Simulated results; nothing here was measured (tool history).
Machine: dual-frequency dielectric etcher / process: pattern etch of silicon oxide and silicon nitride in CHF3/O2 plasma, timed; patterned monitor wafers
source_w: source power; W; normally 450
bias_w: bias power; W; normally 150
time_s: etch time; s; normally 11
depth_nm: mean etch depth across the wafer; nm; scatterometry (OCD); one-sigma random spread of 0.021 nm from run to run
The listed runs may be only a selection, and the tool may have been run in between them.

| run | day | source_w | bias_w | time_s | read-back reference wafer on the same gauge, depth_nm | depth_nm |
|---|---|---|---|---|---|---|
| 1 | 0 | 450 | 150 | 11 | 16.5 | 13.51 |
| 2 | 1.35 | 450 | 150 | 11 | 16.51 | 13.47 |
| 3 | 2.488 | 450 | 150 | 11 | 16.5 | 13.51 |
| 4 | 5.525 | 450 | 150 | 11 | 16.49 | 13.51 |
| 5 | 7.892 | 450 | 150 | 11 | 16.5 | 13.49 |
|  | 9.804 | wet clean of the chamber |
| 6 | 9.992 | 450 | 150 | 11 | 16.5 | 13.38 |
| 7 | 11.225 | 450 | 150 | 11 | 16.49 | 13.36 |
| 8 | 14.088 | 380 | 167 | 11 | 16.5 | 12.58 |
|  | 18.021 | gauge calibrated |
|  | 18.321 | upper electrode replaced |
| 9 | 19.542 | 520 | 181 | 10 | 16.5 | 13.88 |
|  | 21.425 | bias power generator calibrated |
| 10 | 21.7 | 550 | 150 | 11 | 16.5 | 14.96 |
|  | 23.462 | source power generator calibrated |
| 11 | 24.533 | 450 | 150 | 11 | 16.5 | 13.85 |
| 12 | 26.042 | 560 | 167 | 11 | 16.5 | 16.02 |
|  | 28.679 | wet clean of the chamber |
| 13 | 28.8 | 450 | 138 | 11 | 16.51 | 13.44 |
| 14 | 30.121 | 520 | 181 | 10 | 16.5 | 14.24 |

4 options for the next run, each taken on its own from the tool as it stands now. Forecast them:
| A | 30.138 | 450 | 150 | 10 | ? | ? |
| B | 30.138 | 490 | 116 | 9 | ? | ? |
| C | 30.138 | 390 | 131 | 12.5 | ? | ? |
| D | 30.138 | 350 | 161 | 10 | ? | ? |

| run | read-back reference wafer on the same gauge, depth_nm | depth_nm |
|---|---|---|
| A | 16.5 | 12.52 |
| B | 16.5 | 11.04 |
| C | 16.5 | 13.91 |
| D | 16.5 | 11.04 |
With no hidden state in the tool, these same runs would have given:
| run | depth_nm |
|---|---|
| A | 12.55 |
| B | 11.06 |
| C | 13.94 |
| D | 11.06 |
